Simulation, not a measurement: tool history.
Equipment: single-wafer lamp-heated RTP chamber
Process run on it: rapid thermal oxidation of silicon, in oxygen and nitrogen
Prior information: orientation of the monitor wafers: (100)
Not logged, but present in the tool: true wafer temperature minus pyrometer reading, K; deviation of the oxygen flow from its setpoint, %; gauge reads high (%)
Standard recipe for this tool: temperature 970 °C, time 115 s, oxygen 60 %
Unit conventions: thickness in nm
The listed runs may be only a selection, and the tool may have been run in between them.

run,day,temperature,time,oxygen,wafers since the last listed run,wafers since the last pyrometer calibration,hours since the oxygen flow controller was replaced,hours since the gauge calibration,"read-back reference wafer on the same gauge, thickness",thickness
1,0,970,115,79,0,15,5116.5,212.1,6.711,6.277
2,0.508,970,115,51,137,153,5128.7,224.3,6.711,5.42
3,1.158,970,115,60,175,329,5144.3,239.9,6.71,5.74
4,1.642,970,115,60,130,460,5155.9,251.5,6.711,5.721
5,2.096,970,115,60,122,583,5166.8,262.4,6.71,5.741
6,2.454,970,115,60,97,680,5175.4,271,6.708,5.758
7,2.9,970,115,60,120,800,5186.1,281.7,6.708,5.74
8,3.208,970,72,60,83,884,5193.5,289.1,6.71,4.716
9,3.504,970,72,60,80,964,5200.6,296.2,6.711,4.716
10,3.933,970,72,60,116,1080,5210.9,306.5,6.71,4.73
11,4.792,970,115,60,232,1313,5231.5,327.1,6.71,5.786
12,5.321,970,115,60,143,1456,5244.2,339.8,6.709,5.795
# day 6.5: pyrometer window cleaned and pyrometer calibrated
13,6.988,970,115,60,360,132,5284.2,379.8,6.713,5.733
14,7.296,970,115,60,83,215,5291.6,387.2,6.709,5.718
15,7.85,970,115,60,150,365,5304.9,400.5,6.71,5.716
16,8.371,970,115,60,141,506,5317.4,413,6.71,5.736
17,8.783,970,115,60,111,618,5327.3,422.9,6.709,5.724
18,9.088,970,115,60,82,700,5334.6,430.2,6.712,5.734
# day 9.333: gauge calibrated
19,10.6,970,96,39,409,1110,5370.9,30.4,6.709,4.649
# day 11.212: oxygen flow controller replaced
20,11.233,970,115,60,81,1191,0.5,45.6,6.71,5.783
21,11.379,970,115,42,39,1230,4,49.1,6.711,5.14
22,12.038,970,115,60,178,1409,19.8,64.9,6.71,5.8
23,12.579,970,146,79,146,1555,32.8,77.9,6.71,7.123
24,12.992,953,115,32,111,1667,42.7,87.8,6.71,4.25
# day 13.533: pyrometer window cleaned and pyrometer calibrated
25,13.554,970,115,71,62,5,56.2,101.3,6.71,6.082
26,13.871,993,86,52,85,90,63.8,108.9,6.71,5.69
27,14.483,970,115,60,165,256,78.5,123.6,6.709,5.751
28,15.688,970,115,60,326,582,107.4,152.5,6.712,5.756
29,16.288,970,93,32,162,745,121.8,166.9,6.711,4.308
30,17.025,984,145,40,199,944,139.5,184.6,6.711,6.149
31,17.475,994,115,60,121,1066,150.3,195.4,6.71,6.906
32,18.083,947,163,69,164,1231,164.9,210,6.711,5.937
33,18.8,991,60,44,194,1425,182.1,227.2,6.711,4.639
34,19.071,970,76,60,73,1498,188.6,233.7,6.709,4.878
35,19.362,985,74,69,78,1577,195.6,240.7,6.71,5.627
# day 20.367: pyrometer window cleaned and pyrometer calibrated
36,20.388,970,146,77,187,6,220.2,265.3,6.711,6.936
37,20.404,1000,115,60,4,10,220.6,265.7,6.712,7.144
38,20.917,978,133,71,138,149,232.9,278,6.707,6.882
39,21.362,970,115,60,120,270,243.6,288.7,6.71,5.729

Some steps in thickness between neighbouring runs. How much of each would the tool show without its hidden state too (settings, what came in, random variation), and how much is left for the hidden state, with any gauge scatter that isn't in both results?
Run 12 -> 13: pyrometer window cleaned and pyrometer calibrated. thickness -0.062 nm: hidden state -0.076, all else +0.014.
Run 23 -> 24: temperature 970 -> 953, time 146 -> 115, oxygen 79 -> 32. thickness -2.873 nm: hidden state -0.053, all else -2.82.
Run 24 -> 25: temperature 953 -> 970, oxygen 32 -> 71, pyrometer window cleaned and pyrometer calibrated. thickness +1.832 nm: hidden state -0.051, all else +1.883.
Run 29 -> 30: temperature 970 -> 984, time 93 -> 145, oxygen 32 -> 40. thickness +1.841 nm: hidden state +0.027, all else +1.814.
Run 35 -> 36: temperature 985 -> 970, time 74 -> 146, oxygen 69 -> 77, pyrometer window cleaned and pyrometer calibrated. thickness +1.309 nm: hidden state -0.09, all else +1.399.
